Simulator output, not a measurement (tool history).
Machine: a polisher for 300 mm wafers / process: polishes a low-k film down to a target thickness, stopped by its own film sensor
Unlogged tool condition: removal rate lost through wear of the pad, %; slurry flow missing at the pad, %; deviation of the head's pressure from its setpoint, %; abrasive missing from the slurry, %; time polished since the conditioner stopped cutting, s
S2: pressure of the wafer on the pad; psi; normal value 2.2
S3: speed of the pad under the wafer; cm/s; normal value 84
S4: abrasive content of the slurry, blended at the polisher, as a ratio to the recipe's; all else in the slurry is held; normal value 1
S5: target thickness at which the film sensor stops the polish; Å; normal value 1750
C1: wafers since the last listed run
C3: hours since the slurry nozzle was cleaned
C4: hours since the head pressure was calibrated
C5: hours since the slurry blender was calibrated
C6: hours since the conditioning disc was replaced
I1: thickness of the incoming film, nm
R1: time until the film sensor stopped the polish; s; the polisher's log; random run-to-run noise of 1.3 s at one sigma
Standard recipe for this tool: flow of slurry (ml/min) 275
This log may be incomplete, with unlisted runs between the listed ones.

{"run": 1, "day": 0.0, "flow of slurry (ml/min)": 275, "S2": 2.2, "S3": 84, "S4": 1, "S5": 1750, "C1": 0, "wafers polished on this pad": 242, "C3": 230.7, "C4": 1251.3, "C5": 126.1, "C6": 46.5, "I1": 220.2, "R1": 106.7}
{"day": 1.125, "done": "slurry blender recalibrated"}
{"run": 2, "day": 1.212, "flow of slurry (ml/min)": 275, "S2": 2.2, "S3": 84, "S4": 1, "S5": 1750, "C1": 181, "wafers polished on this pad": 423, "C3": 259.8, "C4": 1280.4, "C5": 2.1, "C6": 75.6, "I1": 220.9, "R1": 113.3}
{"day": 2.058, "done": "head pressure recalibrated"}
{"run": 3, "day": 3.192, "flow of slurry (ml/min)": 275, "S2": 2.2, "S3": 84, "S4": 1, "S5": 1750, "C1": 303, "wafers polished on this pad": 727, "C3": 307.3, "C4": 27.2, "C5": 49.6, "C6": 123.1, "I1": 215.3, "R1": 100}
{"run": 4, "day": 3.796, "flow of slurry (ml/min)": 245, "S2": 2.2, "S3": 72, "S4": 1, "S5": 1750, "C1": 96, "wafers polished on this pad": 823, "C3": 321.8, "C4": 41.7, "C5": 64.1, "C6": 137.6, "I1": 222.8, "R1": 136.1}
{"run": 5, "day": 4.438, "flow of slurry (ml/min)": 255, "S2": 2.2, "S3": 84, "S4": 1, "S5": 1750, "C1": 102, "wafers polished on this pad": 926, "C3": 337.2, "C4": 57.1, "C5": 79.5, "C6": 153, "I1": 217.6, "R1": 107.2}
{"run": 6, "day": 5.342, "flow of slurry (ml/min)": 255, "S2": 2.2, "S3": 84, "S4": 1, "S5": 1750, "C1": 144, "wafers polished on this pad": 1071, "C3": 358.9, "C4": 78.8, "C5": 101.2, "C6": 174.7, "I1": 222.6, "R1": 122.4}
{"day": 6.512, "done": "worn pad replaced by a new one"}
{"run": 7, "day": 6.533, "flow of slurry (ml/min)": 275, "S2": 2.2, "S3": 62, "S4": 1, "S5": 1750, "C1": 164, "wafers polished on this pad": 3, "C3": 387.5, "C4": 107.4, "C5": 129.8, "C6": 203.3, "I1": 219.4, "R1": 132.5}
{"run": 8, "day": 7.554, "flow of slurry (ml/min)": 275, "S2": 2.2, "S3": 62, "S4": 1, "S5": 1750, "C1": 163, "wafers polished on this pad": 167, "C3": 412, "C4": 131.9, "C5": 154.3, "C6": 227.8, "I1": 216.4, "R1": 124.1}
{"run": 9, "day": 8.446, "flow of slurry (ml/min)": 220, "S2": 2.2, "S3": 84, "S4": 1, "S5": 1750, "C1": 142, "wafers polished on this pad": 310, "C3": 433.4, "C4": 153.3, "C5": 175.7, "C6": 249.2, "I1": 218.4, "R1": 110.2}
{"day": 8.783, "done": "slurry blender recalibrated"}
{"run": 10, "day": 9.704, "flow of slurry (ml/min)": 275, "S2": 2.2, "S3": 84, "S4": 1, "S5": 1750, "C1": 188, "wafers polished on this pad": 498, "C3": 463.6, "C4": 183.5, "C5": 22.1, "C6": 279.4, "I1": 219.7, "R1": 110.9}
{"run": 11, "day": 10.288, "flow of slurry (ml/min)": 275, "S2": 2.2, "S3": 84, "S4": 1, "S5": 1750, "C1": 93, "wafers polished on this pad": 592, "C3": 477.6, "C4": 197.5, "C5": 36.1, "C6": 293.4, "I1": 219.9, "R1": 112.8}
{"run": 12, "day": 11.371, "flow of slurry (ml/min)": 275, "S2": 2.9, "S3": 84, "S4": 1, "S5": 1750, "C1": 173, "wafers polished on this pad": 765, "C3": 503.6, "C4": 223.5, "C5": 62.1, "C6": 319.4, "I1": 222.3, "R1": 93.7}
{"run": 13, "day": 12.229, "flow of slurry (ml/min)": 275, "S2": 2.2, "S3": 84, "S4": 0.75, "S5": 1710, "C1": 137, "wafers polished on this pad": 903, "C3": 524.2, "C4": 244.1, "C5": 82.7, "C6": 340, "I1": 219.5, "R1": 131.5}
{"day": 13.083, "done": "conditioning disc replaced and pad reconditioned"}
{"run": 14, "day": 13.246, "flow of slurry (ml/min)": 275, "S2": 2.2, "S3": 84, "S4": 1, "S5": 1750, "C1": 149, "wafers polished on this pad": 1053, "C3": 548.6, "C4": 268.5, "C5": 107.1, "C6": 3.9, "I1": 216.1, "R1": 103.1}
{"day": 13.779, "done": "worn pad replaced by a new one"}
{"run": 15, "day": 14.108, "flow of slurry (ml/min)": 275, "S2": 2.2, "S3": 84, "S4": 1.25, "S5": 1750, "C1": 111, "wafers polished on this pad": 52, "C3": 569.3, "C4": 289.2, "C5": 127.8, "C6": 24.6, "I1": 221.9, "R1": 102.1}
{"day": 15.338, "done": "slurry blender recalibrated"}
{"run": 16, "day": 15.362, "flow of slurry (ml/min)": 275, "S2": 2.2, "S3": 84, "S4": 1, "S5": 1620, "C1": 187, "wafers polished on this pad": 240, "C3": 599.4, "C4": 319.3, "C5": 0.6, "C6": 54.7, "I1": 217.6, "R1": 135.4}
{"run": 17, "day": 16.679, "flow of slurry (ml/min)": 275, "S2": 2.2, "S3": 84, "S4": 1, "S5": 1750, "C1": 211, "wafers polished on this pad": 451, "C3": 631, "C4": 350.9, "C5": 32.2, "C6": 86.3, "I1": 220.4, "R1": 114.5}
{"day": 17.338, "done": "slurry nozzle cleaned"}
{"run": 18, "day": 17.621, "flow of slurry (ml/min)": 275, "S2": 2.2, "S3": 84, "S4": 1, "S5": 1830, "C1": 144, "wafers polished on this pad": 595, "C3": 6.8, "C4": 373.5, "C5": 54.8, "C6": 108.9, "I1": 216.6, "R1": 83.8}
{"run": 19, "day": 18.342, "flow of slurry (ml/min)": 275, "S2": 2.2, "S3": 84, "S4": 1, "S5": 1750, "C1": 115, "wafers polished on this pad": 711, "C3": 24.1, "C4": 390.8, "C5": 72.1, "C6": 126.2, "I1": 224.7, "R1": 122.4}
{"run": 20, "day": 19.725, "flow of slurry (ml/min)": 275, "S2": 2.2, "S3": 84, "S4": 1, "S5": 1750, "C1": 221, "wafers polished on this pad": 933, "C3": 57.3, "C4": 424, "C5": 105.3, "C6": 159.4, "I1": 222.5, "R1": 117.8}
{"day": 20.592, "done": "worn pad replaced by a new one"}
{"run": 21, "day": 21.167, "flow of slurry (ml/min)": 275, "S2": 2.9, "S3": 106, "S4": 1.1, "S5": 1750, "C1": 204, "wafers polished on this pad": 92, "C3": 91.9, "C4": 458.6, "C5": 139.9, "C6": 194, "I1": 217.9, "R1": 65.3}
{"run": 22, "day": 22.183, "flow of slurry (ml/min)": 300, "S2": 2, "S3": 84, "S4": 1.3, "S5": 1610, "C1": 163, "wafers polished on this pad": 255, "C3": 116.3, "C4": 483, "C5": 164.3, "C6": 218.4, "I1": 220.8, "R1": 145.8}
{"run": 23, "day": 23.075, "flow of slurry (ml/min)": 185, "S2": 2.9, "S3": 84, "S4": 1.3, "S5": 1700, "C1": 142, "wafers polished on this pad": 398, "C3": 137.7, "C4": 504.4, "C5": 185.7, "C6": 239.8, "I1": 222, "R1": 97.3}
{"day": 23.638, "done": "slurry blender recalibrated"}
{"run": 24, "day": 24.521, "flow of slurry (ml/min)": 230, "S2": 2.2, "S3": 84, "S4": 1, "S5": 1750, "C1": 218, "wafers polished on this pad": 616, "C3": 172.4, "C4": 539.1, "C5": 21.2, "C6": 274.5, "I1": 222.9, "R1": 121.3}
{"run": 25, "day": 25.421, "flow of slurry (ml/min)": 195, "S2": 2.2, "S3": 74, "S4": 1, "S5": 1750, "C1": 144, "wafers polished on this pad": 761, "C3": 194, "C4": 560.7, "C5": 42.8, "C6": 296.1, "I1": 217.8, "R1": 122.4}
{"run": 26, "day": 26.808, "flow of slurry (ml/min)": 275, "S2": 2.2, "S3": 84, "S4": 0.75, "S5": 1750, "C1": 222, "wafers polished on this pad": 983, "C3": 227.3, "C4": 594, "C5": 76.1, "C6": 329.4, "I1": 219.8, "R1": 123}

Here are 3 independent what-if runs from the current tool condition. What would each one return?
{"run": "A", "day": 26.829, "flow of slurry (ml/min)": 210, "S2": 2.2, "S3": 84, "S4": 1, "S5": 1750, "C1": 3, "wafers polished on this pad": 986, "C3": 227.8, "C4": 594.5, "C5": 76.6, "C6": 329.9, "I1": 221.1, "R1": "?"}
{"run": "B", "day": 26.829, "flow of slurry (ml/min)": 250, "S2": 2.2, "S3": 84, "S4": 1, "S5": 1750, "C1": 3, "wafers polished on this pad": 986, "C3": 227.8, "C4": 594.5, "C5": 76.6, "C6": 329.9, "I1": 221.1, "R1": "?"}
{"run": "C", "day": 26.829, "flow of slurry (ml/min)": 275, "S2": 1.6, "S3": 84, "S4": 1, "S5": 1690, "C1": 3, "wafers polished on this pad": 986, "C3": 227.8, "C4": 594.5, "C5": 76.6, "C6": 329.9, "I1": 221.1, "R1": "?"}

run=A R1=120.8
run=B R1=118.4
run=C R1=172.1
With no hidden state in the tool, these same runs would have given:
run=A R1=108.6
run=B R1=106.5
run=C R1=154.8
